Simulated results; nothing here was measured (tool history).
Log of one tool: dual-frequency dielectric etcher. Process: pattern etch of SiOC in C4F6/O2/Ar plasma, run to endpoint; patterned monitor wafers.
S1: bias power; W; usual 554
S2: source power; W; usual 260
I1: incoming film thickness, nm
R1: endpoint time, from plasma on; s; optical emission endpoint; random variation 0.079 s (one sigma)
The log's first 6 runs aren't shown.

run	hour	S1	S2	I1	R1
7	417.9	599	260	44.87	15.8
8	462.1	599	260	44.49	15.4
9	548.7	554	260	44.74	15.9
10	614.5	554	260	44.04	15.6
11	653.6	554	260	44.23	15.6
12	725.2	554	280	44.00	14.9
13	781.5	554	300	43.91	14.4
# hour 831.3: upper electrode replaced
14	889.2	554	300	44.23	14.4
# hour 919.1: source power generator calibrated
# hour 925.8: wet clean of the chamber
15	992.6	554	300	43.86	14.7
16	1093.5	554	300	44.18	14.7
17	1132.2	495	300	44.13	15.1
18	1192.9	481	300	44.15	15.1
19	1231.3	554	260	44.16	15.6
20	1349.5	636	280	44.16	14.4
# hour 1407.3: bias power generator calibrated
21	1416.9	489	240	44.39	16.4
22	1485.3	599	260	44.11	14.9
# hour 1522.7: wet clean of the chamber
23	1544.6	636	220	43.94	16.5
24	1648.6	508	260	44.34	16.2
25	1700.7	618	260	44.22	15.3
26	1737.3	554	240	44.06	16.3
27	1828.2	686	240	44.07	15.2
28	1917.6	644	230	44.18	15.8
29	1964.2	554	260	43.68	15.2
# hour 2033.5: wet clean of the chamber
30	2034.0	602	240	44.07	16.2
31	2064.4	616	290	44.07	14.8

Forecast each of these 5 alternatives for the next run:
A	2064.8	554	220	44.21	?
B	2064.8	429	230	44.21	?
C	2064.8	672	300	44.21	?
D	2064.8	421	260	44.21	?
E	2064.8	472	210	44.21	?

run	R1
A	17.3
B	18.0
C	14.2
D	17.0
E	18.4
Without the tool's hidden state the same runs would have given:
run	R1
A	17.2
B	17.9
C	14.2
D	16.9
E	18.3
